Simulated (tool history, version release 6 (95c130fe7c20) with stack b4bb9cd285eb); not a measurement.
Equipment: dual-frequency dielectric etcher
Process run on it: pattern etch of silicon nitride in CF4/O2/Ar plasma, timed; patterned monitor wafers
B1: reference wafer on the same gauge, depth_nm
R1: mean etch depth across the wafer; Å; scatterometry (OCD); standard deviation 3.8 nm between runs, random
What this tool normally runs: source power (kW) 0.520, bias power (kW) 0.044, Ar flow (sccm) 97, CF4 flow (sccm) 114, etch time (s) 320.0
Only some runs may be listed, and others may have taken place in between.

{"run": 1, "day": 0.0, "source power (kW)": 0.52, "bias power (kW)": 0.044, "Ar flow (sccm)": 97, "CF4 flow (sccm)": 120, "etch time (s)": 320.0, "B1": 595.6, "R1": 6710}
{"day": 0.504, "done": "source power generator calibrated"}
{"run": 2, "day": 2.0, "source power (kW)": 0.52, "bias power (kW)": 0.044, "Ar flow (sccm)": 97, "CF4 flow (sccm)": 114, "etch time (s)": 320.0, "B1": 595.5, "R1": 6706}
{"day": 3.658, "done": "wet clean of the chamber, repeated, since the last time left the tool worse"}
{"run": 3, "day": 4.412, "source power (kW)": 0.52, "bias power (kW)": 0.044, "Ar flow (sccm)": 97, "CF4 flow (sccm)": 114, "etch time (s)": 320.0, "B1": 595.4, "R1": 6258}
{"day": 6.996, "done": "Ar flow controller replaced"}
{"run": 4, "day": 7.704, "source power (kW)": 0.64, "bias power (kW)": 0.044, "Ar flow (sccm)": 97, "CF4 flow (sccm)": 114, "etch time (s)": 320.0, "B1": 595.8, "R1": 7099}
{"run": 5, "day": 11.929, "source power (kW)": 0.63, "bias power (kW)": 0.047, "Ar flow (sccm)": 97, "CF4 flow (sccm)": 114, "etch time (s)": 266.5, "B1": 595.5, "R1": 6022}
{"run": 6, "day": 16.138, "source power (kW)": 0.52, "bias power (kW)": 0.044, "Ar flow (sccm)": 97, "CF4 flow (sccm)": 93, "etch time (s)": 320.0, "B1": 595.0, "R1": 6232}
{"run": 7, "day": 18.471, "source power (kW)": 0.52, "bias power (kW)": 0.044, "Ar flow (sccm)": 97, "CF4 flow (sccm)": 114, "etch time (s)": 267.0, "B1": 594.7, "R1": 5336}
{"run": 8, "day": 20.225, "source power (kW)": 0.52, "bias power (kW)": 0.044, "Ar flow (sccm)": 111, "CF4 flow (sccm)": 114, "etch time (s)": 270.0, "B1": 595.1, "R1": 5341}
{"day": 22.975, "done": "upper electrode replaced"}
{"run": 9, "day": 22.996, "source power (kW)": 0.45, "bias power (kW)": 0.048, "Ar flow (sccm)": 97, "CF4 flow (sccm)": 114, "etch time (s)": 320.0, "B1": 595.6, "R1": 6096}
{"day": 24.775, "done": "wet clean of the chamber"}
{"run": 10, "day": 25.617, "source power (kW)": 0.52, "bias power (kW)": 0.033, "Ar flow (sccm)": 97, "CF4 flow (sccm)": 114, "etch time (s)": 320.0, "B1": 596.5, "R1": 5683}
{"run": 11, "day": 27.942, "source power (kW)": 0.45, "bias power (kW)": 0.052, "Ar flow (sccm)": 97, "CF4 flow (sccm)": 114, "etch time (s)": 379.0, "B1": 595.7, "R1": 7341}
{"run": 12, "day": 30.85, "source power (kW)": 0.52, "bias power (kW)": 0.052, "Ar flow (sccm)": 86, "CF4 flow (sccm)": 131, "etch time (s)": 295.0, "B1": 595.0, "R1": 6277}
{"run": 13, "day": 35.121, "source power (kW)": 0.52, "bias power (kW)": 0.044, "Ar flow (sccm)": 97, "CF4 flow (sccm)": 114, "etch time (s)": 320.0, "B1": 594.8, "R1": 6359}
{"run": 14, "day": 37.929, "source power (kW)": 0.58, "bias power (kW)": 0.044, "Ar flow (sccm)": 97, "CF4 flow (sccm)": 114, "etch time (s)": 263.0, "B1": 594.8, "R1": 5504}
{"run": 15, "day": 42.217, "source power (kW)": 0.39, "bias power (kW)": 0.039, "Ar flow (sccm)": 110, "CF4 flow (sccm)": 114, "etch time (s)": 320.0, "B1": 594.2, "R1": 5265}
{"day": 45.996, "done": "wet clean of the chamber"}
{"run": 16, "day": 46.017, "source power (kW)": 0.52, "bias power (kW)": 0.054, "Ar flow (sccm)": 97, "CF4 flow (sccm)": 132, "etch time (s)": 320.0, "B1": 595.2, "R1": 6829}
{"run": 17, "day": 48.567, "source power (kW)": 0.58, "bias power (kW)": 0.044, "Ar flow (sccm)": 97, "CF4 flow (sccm)": 139, "etch time (s)": 320.0, "B1": 594.9, "R1": 6838}
{"run": 18, "day": 52.608, "source power (kW)": 0.47, "bias power (kW)": 0.044, "Ar flow (sccm)": 117, "CF4 flow (sccm)": 114, "etch time (s)": 395.5, "B1": 594.4, "R1": 7338}
{"run": 19, "day": 55.521, "source power (kW)": 0.61, "bias power (kW)": 0.044, "Ar flow (sccm)": 97, "CF4 flow (sccm)": 114, "etch time (s)": 265.0, "B1": 595.5, "R1": 5726}
{"run": 20, "day": 57.317, "source power (kW)": 0.52, "bias power (kW)": 0.044, "Ar flow (sccm)": 97, "CF4 flow (sccm)": 114, "etch time (s)": 320.0, "B1": 595.2, "R1": 6341}

5 ways to go on from here, each from the tool as it stands after run 20. What would each give?
{"run": "A", "day": 57.338, "source power (kW)": 0.52, "bias power (kW)": 0.044, "Ar flow (sccm)": 97, "CF4 flow (sccm)": 114, "etch time (s)": 320.0, "B1": "?", "R1": "?"}
{"run": "B", "day": 57.338, "source power (kW)": 0.57, "bias power (kW)": 0.044, "Ar flow (sccm)": 97, "CF4 flow (sccm)": 92, "etch time (s)": 320.0, "B1": "?", "R1": "?"}
{"run": "C", "day": 57.338, "source power (kW)": 0.52, "bias power (kW)": 0.044, "Ar flow (sccm)": 80, "CF4 flow (sccm)": 102, "etch time (s)": 320.0, "B1": "?", "R1": "?"}
{"run": "D", "day": 57.338, "source power (kW)": 0.52, "bias power (kW)": 0.044, "Ar flow (sccm)": 97, "CF4 flow (sccm)": 96, "etch time (s)": 320.0, "B1": "?", "R1": "?"}
{"run": "E", "day": 57.338, "source power (kW)": 0.52, "bias power (kW)": 0.044, "Ar flow (sccm)": 114, "CF4 flow (sccm)": 135, "etch time (s)": 386.5, "B1": "?", "R1": "?"}

run=A B1=595.3 R1=6345
run=B B1=595.3 R1=6518
run=C B1=595.3 R1=6398
run=D B1=595.3 R1=6233
run=E B1=595.3 R1=7668
The same runs, with their run-to-run variation unchanged, on a tool lacking any hidden condition would have given:
run=A R1=6248
run=B R1=6419
run=C R1=6301
run=D R1=6138
run=E R1=7551

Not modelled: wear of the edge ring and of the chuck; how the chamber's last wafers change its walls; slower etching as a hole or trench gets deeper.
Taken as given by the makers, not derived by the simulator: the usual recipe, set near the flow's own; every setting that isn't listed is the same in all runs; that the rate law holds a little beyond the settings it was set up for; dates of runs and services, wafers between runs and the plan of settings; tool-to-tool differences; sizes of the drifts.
